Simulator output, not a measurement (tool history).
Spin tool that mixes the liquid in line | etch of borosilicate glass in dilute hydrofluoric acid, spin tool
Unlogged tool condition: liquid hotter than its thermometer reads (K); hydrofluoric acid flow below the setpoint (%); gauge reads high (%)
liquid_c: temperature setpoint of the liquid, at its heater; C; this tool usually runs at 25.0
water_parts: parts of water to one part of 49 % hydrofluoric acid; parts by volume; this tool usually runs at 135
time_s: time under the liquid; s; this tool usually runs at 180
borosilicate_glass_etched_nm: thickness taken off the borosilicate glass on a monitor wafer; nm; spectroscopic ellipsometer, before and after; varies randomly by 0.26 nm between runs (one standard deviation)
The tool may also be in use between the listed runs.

run	day	liquid_c	water_parts	time_s	wafers since the last listed run	hours since the thermometer was replaced	hours since the hydrofluoric acid flow meter was replaced	hours since the gauge calibration	read-back film thickness of the borosilicate glass reference wafer, read on the same gauge (nm)	borosilicate_glass_etched_nm
1	0.000	25.0	165	180	0	1186.9	511.5	1253.1	129.98	21.22
2	1.667	25.0	105	150	243	1226.9	551.5	1293.1	130.01	28.90
3	4.033	25.0	105	150	345	1283.7	608.3	1349.9	129.98	29.62
4	5.433	25.0	135	180	204	1317.3	641.9	1383.5	129.97	26.24
5	7.996	25.0	135	180	374	1378.8	703.4	1445.0	130.02	26.13
6	9.388	25.0	135	180	203	1412.2	736.8	1478.4	130.00	25.93
7	10.888	25.0	135	180	218	1448.2	772.8	1514.4	130.00	26.31
8	13.104	25.0	135	180	323	1501.4	826.0	1567.6	130.00	26.15
9	14.492	25.0	135	95	202	1534.7	859.3	1600.9	130.00	13.84
10	16.583	25.0	135	95	305	1584.9	909.5	1651.1	130.02	13.44
11	19.496	25.0	135	95	425	1654.8	979.4	1721.0	130.01	13.41
12	21.600	25.0	135	180	307	1705.3	1029.9	1771.5	130.01	25.65
# day 23.350: gauge calibrated
13	24.321	25.0	135	180	397	1770.6	1095.2	23.3	130.01	24.81
# day 24.983: hydrofluoric acid flow meter replaced
14	25.425	23.0	180	245	155	1797.1	10.6	49.8	130.00	20.96
15	27.342	25.0	180	250	279	1843.1	56.6	95.8	130.00	22.85
16	29.704	25.0	135	180	344	1899.8	113.3	152.5	129.99	23.06
17	32.346	20.5	170	145	385	1963.2	176.7	215.9	129.99	11.80
18	34.912	25.0	135	180	374	2024.8	238.3	277.5	130.01	22.89
# day 36.438: hydrofluoric acid flow meter replaced, repeated, since the last time left the tool worse
19	37.492	29.5	175	270	370	2086.7	25.3	339.4	130.03	35.88
# day 41.238: thermometer replaced
20	46.179	29.0	85	100	1261	118.6	233.8	547.9	130.01	29.66
21	47.788	23.0	170	255	234	157.2	272.4	586.5	129.99	27.12
22	49.971	28.0	135	75	318	209.6	324.8	638.9	130.00	12.57
23	52.208	26.5	135	180	326	263.3	378.5	692.6	130.00	28.42
24	54.038	21.5	200	125	266	307.2	422.4	736.5	130.01	10.28
25	56.704	25.0	180	140	389	371.2	486.4	800.5	130.02	14.55
26	57.800	29.5	135	180	159	397.5	512.7	826.8	130.00	31.68
27	61.342	25.0	135	180	516	482.5	597.7	911.8	130.02	26.24
28	62.438	22.0	170	245	159	508.8	624.0	938.1	129.98	24.52
29	64.579	21.0	135	250	312	560.2	675.4	989.5	130.02	31.07
30	69.038	23.5	135	210	650	667.2	782.4	1096.5	130.01	28.51
31	71.692	27.0	205	230	387	730.9	846.1	1160.2	130.02	21.45
32	73.467	25.0	135	180	259	773.5	888.7	1202.8	129.97	25.86

Across each entry between runs, compare the hidden state at the last listed run before it with the hidden state at the first listed run after it:
Between runs 12 and 13: gauge calibrated (day 23.350)
  hydrofluoric acid flow below the setpoint (%): 7.17 -> 7.62
  measured result minus the result with no hidden state, borosilicate_glass_etched_nm: -2.32 -> -2.41 nm
Between runs 13 and 14: hydrofluoric acid flow meter replaced (day 24.983)
  hydrofluoric acid flow below the setpoint (%): 7.62 -> 13.9
  measured result minus the result with no hidden state, borosilicate_glass_etched_nm: -2.41 -> -4.13 nm
Between runs 18 and 19: hydrofluoric acid flow meter replaced, repeated, since the last time left the tool worse (day 36.438)
  hydrofluoric acid flow below the setpoint (%): 15.4 -> 1.15
  measured result minus the result with no hidden state, borosilicate_glass_etched_nm: -4.96 -> -0.51 nm
Between runs 19 and 20: thermometer replaced (day 41.238)
  hydrofluoric acid flow below the setpoint (%): 1.15 -> 2.58
  measured result minus the result with no hidden state, borosilicate_glass_etched_nm: -0.51 -> -0.88 nm
